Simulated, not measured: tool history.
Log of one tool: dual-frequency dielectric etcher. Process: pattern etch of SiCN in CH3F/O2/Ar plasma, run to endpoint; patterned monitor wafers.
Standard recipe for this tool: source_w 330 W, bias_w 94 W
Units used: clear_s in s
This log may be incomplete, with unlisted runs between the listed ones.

| run | hour | source_w | bias_w | incoming incoming film thickness, nm | clear_s |
|---|---|---|---|---|---|
| 1 | 0.0 | 330 | 94 | 9.00 | 22.9 |
| 2 | 29.0 | 330 | 94 | 8.99 | 22.8 |
| 3 | 56.9 | 330 | 94 | 8.97 | 22.8 |
| 4 | 78.2 | 330 | 94 | 8.97 | 22.6 |
|  | 84.2 | source power generator calibrated |
|  | 103.6 | bias power generator calibrated |
| 5 | 104.9 | 330 | 94 | 9.03 | 23.4 |
| 6 | 119.0 | 330 | 76 | 9.01 | 24.9 |
| 7 | 133.1 | 330 | 76 | 9.03 | 24.5 |
| 8 | 158.6 | 330 | 76 | 8.92 | 25.0 |
|  | 192.7 | wet clean of the chamber, repeated, since the last time left the tool worse |
| 9 | 193.2 | 330 | 94 | 9.08 | 24.9 |
|  | 232.6 | upper electrode replaced |
| 10 | 233.1 | 330 | 94 | 8.97 | 24.2 |
| 11 | 245.2 | 330 | 86 | 9.03 | 25.6 |
| 12 | 264.4 | 330 | 86 | 8.99 | 25.3 |
| 13 | 288.9 | 330 | 94 | 9.01 | 25.0 |
| 14 | 311.6 | 310 | 94 | 8.93 | 25.4 |
| 15 | 341.6 | 290 | 94 | 8.96 | 26.7 |
| 16 | 375.8 | 330 | 101 | 8.99 | 24.2 |
| 17 | 417.1 | 330 | 74 | 8.94 | 27.4 |
| 18 | 447.8 | 390 | 101 | 9.00 | 23.0 |
| 19 | 467.7 | 280 | 84 | 9.05 | 28.9 |
| 20 | 494.5 | 280 | 113 | 9.02 | 26.3 |
| 21 | 513.2 | 330 | 94 | 8.96 | 25.4 |
| 22 | 541.0 | 360 | 75 | 9.08 | 26.5 |
| 23 | 571.4 | 330 | 94 | 8.87 | 25.1 |
|  | 607.0 | wet clean of the chamber |
| 24 | 607.5 | 330 | 94 | 8.98 | 24.0 |
| 25 | 615.5 | 310 | 86 | 9.00 | 26.2 |
| 26 | 636.8 | 290 | 75 | 8.91 | 28.4 |
| 27 | 654.3 | 410 | 71 | 9.04 | 24.3 |
| 28 | 668.4 | 330 | 94 | 8.96 | 24.4 |
| 29 | 702.8 | 360 | 102 | 9.03 | 23.0 |
| 30 | 733.5 | 260 | 81 | 9.00 | 29.6 |
| 31 | 747.4 | 300 | 70 | 8.95 | 28.1 |
| 32 | 775.5 | 330 | 94 | 8.97 | 24.8 |
| 33 | 809.7 | 380 | 106 | 9.05 | 22.6 |
| 34 | 823.0 | 330 | 94 | 9.02 | 25.1 |
| 35 | 837.0 | 350 | 79 | 8.99 | 25.8 |
| 36 | 857.9 | 360 | 94 | 9.04 | 24.4 |

Alternative continuations, all from the tool just after run 36; predict every row:
| A | 858.3 | 270 | 94 | 8.88 | ? |
| B | 858.3 | 280 | 103 | 8.88 | ? |
| C | 858.3 | 290 | 114 | 8.88 | ? |

| run | clear_s |
|---|---|
| A | 27.5 |
| B | 26.1 |
| C | 24.7 |
What these runs would have given with no unlogged condition in the tool:
| run | clear_s |
|---|---|
| A | 26.8 |
| B | 25.4 |
| C | 24.1 |
